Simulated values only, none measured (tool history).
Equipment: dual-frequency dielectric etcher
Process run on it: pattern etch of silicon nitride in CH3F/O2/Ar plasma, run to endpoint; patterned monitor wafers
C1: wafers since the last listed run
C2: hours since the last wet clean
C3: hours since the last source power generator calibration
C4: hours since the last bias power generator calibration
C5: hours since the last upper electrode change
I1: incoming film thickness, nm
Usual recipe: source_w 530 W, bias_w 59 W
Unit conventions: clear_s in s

Run 1, day 0: usual settings but source_w 620 W; C1 0; C2 255.6; C3 3350.9; C4 4584; C5 5017; I1 21.94. Result: clear_s 27.1 s.
Run 2, day 0.512: usual settings but source_w 620 W; C1 102; C2 267.9; C3 3363.2; C4 4596.3; C5 5029.3; I1 22.15. Result: clear_s 27.3 s.
Run 3, day 1.633: usual settings but source_w 620 W; C1 224; C2 294.8; C3 3390.1; C4 4623.2; C5 5056.2; I1 22.28. Result: clear_s 27.5 s.
Run 4, day 2.312: usual settings; C1 135; C2 311.1; C3 3406.4; C4 4639.5; C5 5072.5; I1 22.08. Result: clear_s 29.2 s.
Run 5, day 2.808: usual settings; C1 99; C2 323; C3 3418.3; C4 4651.4; C5 5084.4; I1 22.27. Result: clear_s 29.4 s.
Run 6, day 3.3: usual settings; C1 98; C2 334.8; C3 3430.1; C4 4663.2; C5 5096.2; I1 21.99. Result: clear_s 28.9 s.
Run 7, day 3.654: usual settings; C1 70; C2 343.3; C3 3438.6; C4 4671.7; C5 5104.7; I1 22.24. Result: clear_s 29.5 s.
Run 8, day 4.017: usual settings; C1 72; C2 352; C3 3447.3; C4 4680.4; C5 5113.4; I1 22.05. Result: clear_s 29.3 s.
Run 9, day 4.75: usual settings; C1 146; C2 369.6; C3 3464.9; C4 4698; C5 5131; I1 22.07. Result: clear_s 29.2 s.
Run 10, day 5.154: usual settings but bias_w 62 W; C1 80; C2 379.3; C3 3474.6; C4 4707.7; C5 5140.7; I1 21.86. Result: clear_s 28.5 s.
Run 11, day 5.742: usual settings but bias_w 62 W; C1 117; C2 393.4; C3 3488.7; C4 4721.8; C5 5154.8; I1 22.08. Result: clear_s 28.8 s.
Run 12, day 6.354: usual settings but source_w 450 W, bias_w 52 W; C1 122; C2 408.1; C3 3503.4; C4 4736.5; C5 5169.5; I1 22.25. Result: clear_s 32.6 s.
Run 13, day 6.971: usual settings but source_w 450 W, bias_w 52 W; C1 123; C2 422.9; C3 3518.2; C4 4751.3; C5 5184.3; I1 21.94. Result: clear_s 32.3 s.
Run 14, day 7.571: usual settings but source_w 450 W, bias_w 52 W; C1 119; C2 437.3; C3 3532.6; C4 4765.7; C5 5198.7; I1 21.89. Result: clear_s 32 s.
Run 15, day 9.712: usual settings but source_w 560 W; C1 428; C2 488.7; C3 3584; C4 4817.1; C5 5250.1; I1 22.09. Result: clear_s 28.1 s.
At day 10.367: bias power generator calibrated.
Run 16, day 10.388: usual settings but source_w 560 W; C1 101; C2 504.9; C3 3600.2; C4 0.5; C5 5266.3; I1 22.01. Result: clear_s 28.1 s.
At day 10.821: source power generator calibrated.
Run 17, day 10.842: usual settings but source_w 590 W; C1 57; C2 515.8; C3 0.5; C4 11.4; C5 5277.2; I1 22.23. Result: clear_s 27.7 s.
Run 18, day 11.012: usual settings; C1 34; C2 519.9; C3 4.6; C4 15.5; C5 5281.3; I1 21.9. Result: clear_s 28.7 s.
Run 19, day 11.508: usual settings but source_w 570 W, bias_w 65 W; C1 99; C2 531.8; C3 16.5; C4 27.4; C5 5293.2; I1 22.24. Result: clear_s 27.3 s.
Run 20, day 11.771: usual settings but source_w 420 W, bias_w 70 W; C1 52; C2 538.1; C3 22.8; C4 33.7; C5 5299.5; I1 22.08. Result: clear_s 31 s.
At day 12.921: upper electrode replaced.
Run 21, day 12.942: usual settings; C1 34; C2 566.2; C3 50.9; C4 61.8; C5 0.5; I1 22.07. Result: clear_s 28.8 s.
Run 22, day 12.954: usual settings; C1 2; C2 566.5; C3 51.2; C4 62.1; C5 0.8; I1 22.21. Result: clear_s 28.8 s.

The next listed run, before its measurement:
Run 23, day 13.479: usual settings but bias_w 50 W; C1 104; C2 579.1; C3 63.8; C4 74.7; C5 13.4; I1 22.17. Result: clear_s ?.

Logged for run 23: clear_s 30 s.
On a tool with no hidden condition, and with the same random variation, this run would have come out at clear_s 31.4 s.

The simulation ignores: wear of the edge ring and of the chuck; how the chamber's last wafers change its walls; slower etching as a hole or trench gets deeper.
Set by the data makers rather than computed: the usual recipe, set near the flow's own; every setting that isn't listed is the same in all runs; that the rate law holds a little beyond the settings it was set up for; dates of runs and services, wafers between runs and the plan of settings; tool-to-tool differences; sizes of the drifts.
